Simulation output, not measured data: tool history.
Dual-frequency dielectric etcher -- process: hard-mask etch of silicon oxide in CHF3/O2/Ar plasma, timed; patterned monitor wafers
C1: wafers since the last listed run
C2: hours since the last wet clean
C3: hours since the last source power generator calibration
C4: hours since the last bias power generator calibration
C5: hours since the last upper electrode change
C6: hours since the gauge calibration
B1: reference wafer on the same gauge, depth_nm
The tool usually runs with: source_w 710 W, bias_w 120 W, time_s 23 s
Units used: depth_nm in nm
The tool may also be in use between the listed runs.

{"run": 1, "day": 0.0, "source_w": 710, "bias_w": 120, "time_s": 19, "C1": 0, "C2": 195, "C3": 3613.8, "C4": 5062.8, "C5": 6279.2, "C6": 300.3, "B1": 52.89, "depth_nm": 38.33}
{"run": 2, "day": 0.829, "source_w": 710, "bias_w": 120, "time_s": 19, "C1": 284, "C2": 214.9, "C3": 3633.7, "C4": 5082.7, "C5": 6299.1, "C6": 320.2, "B1": 52.89, "depth_nm": 38.46}
{"run": 3, "day": 1.929, "source_w": 710, "bias_w": 120, "time_s": 19, "C1": 377, "C2": 241.3, "C3": 3660.1, "C4": 5109.1, "C5": 6325.5, "C6": 346.6, "B1": 52.91, "depth_nm": 38.41}
{"run": 4, "day": 2.842, "source_w": 710, "bias_w": 120, "time_s": 23, "C1": 312, "C2": 263.2, "C3": 3682, "C4": 5131, "C5": 6347.4, "C6": 368.5, "B1": 52.91, "depth_nm": 46.45}
{"run": 5, "day": 3.612, "source_w": 710, "bias_w": 120, "time_s": 23, "C1": 264, "C2": 281.7, "C3": 3700.5, "C4": 5149.5, "C5": 6365.9, "C6": 387, "B1": 52.9, "depth_nm": 46.45}
{"run": 6, "day": 4.438, "source_w": 710, "bias_w": 120, "time_s": 23, "C1": 282, "C2": 301.5, "C3": 3720.3, "C4": 5169.3, "C5": 6385.7, "C6": 406.8, "B1": 52.89, "depth_nm": 46.52}
{"day": 4.479, "done": "gauge calibrated"}
{"run": 7, "day": 5.2, "source_w": 710, "bias_w": 120, "time_s": 19.5, "C1": 261, "C2": 319.8, "C3": 3738.6, "C4": 5187.6, "C5": 6404, "C6": 17.3, "B1": 52.9, "depth_nm": 39.36}
{"run": 8, "day": 6.562, "source_w": 710, "bias_w": 120, "time_s": 19.5, "C1": 467, "C2": 352.5, "C3": 3771.3, "C4": 5220.3, "C5": 6436.7, "C6": 50, "B1": 52.91, "depth_nm": 39.43}
{"run": 9, "day": 7.842, "source_w": 710, "bias_w": 120, "time_s": 23, "C1": 438, "C2": 383.2, "C3": 3802, "C4": 5251, "C5": 6467.4, "C6": 80.7, "B1": 52.9, "depth_nm": 46.62}
{"run": 10, "day": 9.004, "source_w": 710, "bias_w": 120, "time_s": 23, "C1": 398, "C2": 411.1, "C3": 3829.9, "C4": 5278.9, "C5": 6495.3, "C6": 108.6, "B1": 52.9, "depth_nm": 46.61}
{"day": 9.504, "done": "source power generator calibrated"}
{"day": 10.15, "done": "bias power generator calibrated"}
{"day": 11.129, "done": "upper electrode replaced"}
{"day": 11.167, "done": "wet clean of the chamber"}
{"run": 11, "day": 11.246, "source_w": 710, "bias_w": 120, "time_s": 23, "C1": 305, "C2": 1.9, "C3": 41.8, "C4": 26.3, "C5": 2.8, "C6": 162.4, "B1": 52.92, "depth_nm": 46.5}
{"run": 12, "day": 12.362, "source_w": 710, "bias_w": 120, "time_s": 23, "C1": 382, "C2": 28.7, "C3": 68.6, "C4": 53.1, "C5": 29.6, "C6": 189.2, "B1": 52.89, "depth_nm": 46.46}
{"run": 13, "day": 12.933, "source_w": 660, "bias_w": 120, "time_s": 18, "C1": 195, "C2": 42.4, "C3": 82.3, "C4": 66.8, "C5": 43.3, "C6": 202.9, "B1": 52.9, "depth_nm": 35.39}
{"run": 14, "day": 13.758, "source_w": 710, "bias_w": 109, "time_s": 19.5, "C1": 282, "C2": 62.2, "C3": 102.1, "C4": 86.6, "C5": 63.1, "C6": 222.7, "B1": 52.91, "depth_nm": 37.72}
{"run": 15, "day": 15.012, "source_w": 710, "bias_w": 120, "time_s": 26.5, "C1": 430, "C2": 92.3, "C3": 132.2, "C4": 116.7, "C5": 93.2, "C6": 252.8, "B1": 52.91, "depth_nm": 53.44}
{"run": 16, "day": 16.233, "source_w": 840, "bias_w": 120, "time_s": 23, "C1": 418, "C2": 121.6, "C3": 161.5, "C4": 146, "C5": 122.5, "C6": 282.1, "B1": 52.9, "depth_nm": 49.47}
{"run": 17, "day": 17.171, "source_w": 710, "bias_w": 120, "time_s": 23, "C1": 321, "C2": 144.1, "C3": 184, "C4": 168.5, "C5": 145, "C6": 304.6, "B1": 52.91, "depth_nm": 46.56}
{"run": 18, "day": 17.908, "source_w": 710, "bias_w": 138, "time_s": 17, "C1": 252, "C2": 161.8, "C3": 201.7, "C4": 186.2, "C5": 162.7, "C6": 322.3, "B1": 52.89, "depth_nm": 36.61}
{"run": 19, "day": 18.6, "source_w": 710, "bias_w": 120, "time_s": 23, "C1": 237, "C2": 178.4, "C3": 218.3, "C4": 202.8, "C5": 179.3, "C6": 338.9, "B1": 52.9, "depth_nm": 46.6}
{"day": 20.288, "done": "gauge calibrated"}
{"run": 20, "day": 21.7, "source_w": 710, "bias_w": 148, "time_s": 20, "C1": 1062, "C2": 252.8, "C3": 292.7, "C4": 277.2, "C5": 253.7, "C6": 33.9, "B1": 52.9, "depth_nm": 44.35}
{"run": 21, "day": 23.138, "source_w": 710, "bias_w": 135, "time_s": 23, "C1": 492, "C2": 287.3, "C3": 327.2, "C4": 311.7, "C5": 288.2, "C6": 68.4, "B1": 52.88, "depth_nm": 49.22}
{"run": 22, "day": 26.517, "source_w": 860, "bias_w": 120, "time_s": 29.5, "C1": 1158, "C2": 368.4, "C3": 408.3, "C4": 392.8, "C5": 369.3, "C6": 149.5, "B1": 52.89, "depth_nm": 64.04}
{"run": 23, "day": 27.1, "source_w": 780, "bias_w": 109, "time_s": 17.5, "C1": 200, "C2": 382.4, "C3": 422.3, "C4": 406.8, "C5": 383.3, "C6": 163.5, "B1": 52.89, "depth_nm": 35.11}
{"run": 24, "day": 28.504, "source_w": 710, "bias_w": 120, "time_s": 17.5, "C1": 481, "C2": 416.1, "C3": 456, "C4": 440.5, "C5": 417, "C6": 197.2, "B1": 52.89, "depth_nm": 35.51}

Forecast each of these 3 alternatives for the next run:
{"run": "A", "day": 28.521, "source_w": 710, "bias_w": 120, "time_s": 23, "C1": 5, "C2": 416.5, "C3": 456.4, "C4": 440.9, "C5": 417.4, "C6": 197.6, "B1": "?", "depth_nm": "?"}
{"run": "B", "day": 28.521, "source_w": 710, "bias_w": 150, "time_s": 27, "C1": 5, "C2": 416.5, "C3": 456.4, "C4": 440.9, "C5": 417.4, "C6": 197.6, "B1": "?", "depth_nm": "?"}
{"run": "C", "day": 28.521, "source_w": 710, "bias_w": 147, "time_s": 23, "C1": 5, "C2": 416.5, "C3": 456.4, "C4": 440.9, "C5": 417.4, "C6": 197.6, "B1": "?", "depth_nm": "?"}

run=A B1=52.89 depth_nm=46.83
run=B B1=52.89 depth_nm=60.7
run=C B1=52.89 depth_nm=51.25
Stripped of hidden state, with their random variation kept, the same runs would have yielded:
run=A depth_nm=46.52
run=B depth_nm=60.3
run=C depth_nm=50.91

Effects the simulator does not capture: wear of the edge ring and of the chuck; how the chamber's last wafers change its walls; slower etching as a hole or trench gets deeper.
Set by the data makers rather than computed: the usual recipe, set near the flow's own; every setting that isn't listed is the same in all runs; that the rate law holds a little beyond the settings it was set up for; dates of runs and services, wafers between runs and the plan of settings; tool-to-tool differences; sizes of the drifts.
